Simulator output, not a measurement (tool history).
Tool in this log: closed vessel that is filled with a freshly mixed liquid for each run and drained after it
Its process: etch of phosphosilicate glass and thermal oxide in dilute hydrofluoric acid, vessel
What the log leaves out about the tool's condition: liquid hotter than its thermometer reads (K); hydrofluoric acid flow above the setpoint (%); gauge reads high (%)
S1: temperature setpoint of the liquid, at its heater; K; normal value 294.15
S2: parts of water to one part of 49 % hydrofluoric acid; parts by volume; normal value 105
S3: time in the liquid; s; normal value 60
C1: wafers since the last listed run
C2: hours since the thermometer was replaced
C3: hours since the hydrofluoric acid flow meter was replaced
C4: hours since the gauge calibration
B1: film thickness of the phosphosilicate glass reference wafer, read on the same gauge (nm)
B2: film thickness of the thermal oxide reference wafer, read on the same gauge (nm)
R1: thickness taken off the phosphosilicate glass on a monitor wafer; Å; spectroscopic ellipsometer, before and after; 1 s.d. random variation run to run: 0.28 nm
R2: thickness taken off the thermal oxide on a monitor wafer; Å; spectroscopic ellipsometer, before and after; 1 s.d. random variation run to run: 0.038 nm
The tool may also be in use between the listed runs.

run,hour,S1,S2,S3,C1,C2,C3,C4,B1,B2,R1,R2
1,0.0,291.15,105,60,0,1187.5,22.8,181.9,70.00,90.000,486.1,24.11
2,13.9,294.15,105,60,1908,1201.4,36.7,195.8,70.00,90.024,557.3,27.30
3,40.1,297.15,105,60,3597,1227.6,62.9,222.0,70.01,89.993,627.1,30.66
4,56.8,294.15,105,60,2292,1244.3,79.6,238.7,69.99,90.008,556.6,26.98
5,68.4,298.65,140,60,1592,1255.9,91.2,250.3,70.00,90.013,479.4,23.55
6,82.5,292.15,80,60,1935,1270.0,105.3,264.4,69.99,89.970,691.5,34.38
7,99.6,294.15,105,60,2347,1287.1,122.4,281.5,70.00,89.987,559.0,27.58
8,113.0,294.15,105,60,1839,1300.5,135.8,294.9,70.01,90.044,556.9,27.77
9,119.9,296.65,80,70,947,1307.4,142.7,301.8,69.99,90.038,978.3,48.62
10,132.8,297.15,65,60,1771,1320.3,155.6,314.7,70.00,90.023,1068.9,51.14
11,150.3,294.15,150,60,2402,1337.8,173.1,332.2,69.99,89.975,374.1,18.73
12,167.2,292.15,80,60,2320,1354.7,190.0,349.1,69.99,90.024,692.8,34.45
13,174.2,294.15,105,60,961,1361.7,197.0,356.1,70.01,90.000,566.2,27.61
14,192.2,297.15,105,60,2471,1379.7,215.0,374.1,70.01,89.982,633.3,31.36
15,206.4,294.15,65,70,1949,1393.9,229.2,388.3,70.01,89.987,1115.8,55.31
# hour 211.0: thermometer replaced
# hour 214.9: gauge calibrated
16,217.7,298.15,105,85,1414,6.7,240.5,2.8,69.99,89.990,888.7,44.08
17,233.9,290.65,90,45,2224,22.9,256.7,19.0,70.01,89.994,409.3,19.82
18,244.2,296.15,70,75,1414,33.2,267.0,29.3,69.98,90.019,1127.3,57.28
19,252.5,294.15,105,60,1139,41.5,275.3,37.6,70.00,89.987,530.3,26.13
20,264.0,292.15,105,60,1578,53.0,286.8,49.1,70.01,89.979,495.7,23.80
21,275.5,298.15,75,60,1578,64.5,298.3,60.6,70.01,90.030,913.1,45.88
22,289.8,291.65,90,80,1963,78.8,312.6,74.9,69.99,89.975,766.2,37.46
23,296.8,294.15,105,60,961,85.8,319.6,81.9,70.01,90.006,534.3,25.68
24,312.8,295.65,120,45,2196,101.8,335.6,97.9,70.00,90.012,371.4,17.93
25,328.6,294.15,90,60,2169,117.6,351.4,113.7,70.01,89.994,638.1,31.21
26,343.8,294.15,135,60,2086,132.8,366.6,128.9,70.00,89.964,404.8,20.54

4 options for the next run, each taken on its own from the tool as it stands now. Forecast them:
A,344.5,294.15,105,60,96,133.5,367.3,129.6,?,?,?,?
B,344.5,298.15,105,60,96,133.5,367.3,129.6,?,?,?,?
C,344.5,296.15,130,45,96,133.5,367.3,129.6,?,?,?,?
D,344.5,290.15,105,60,96,133.5,367.3,129.6,?,?,?,?

run,B1,B2,R1,R2
A,70.00,89.995,533.4,26.72
B,70.00,89.995,625.1,31.31
C,70.00,89.995,340.0,17.03
D,70.00,89.995,452.5,22.67
What these runs would have given with no unlogged condition in the tool:
run,R1,R2
A,504.7,25.28
B,591.8,29.65
C,321.8,16.12
D,427.8,21.43

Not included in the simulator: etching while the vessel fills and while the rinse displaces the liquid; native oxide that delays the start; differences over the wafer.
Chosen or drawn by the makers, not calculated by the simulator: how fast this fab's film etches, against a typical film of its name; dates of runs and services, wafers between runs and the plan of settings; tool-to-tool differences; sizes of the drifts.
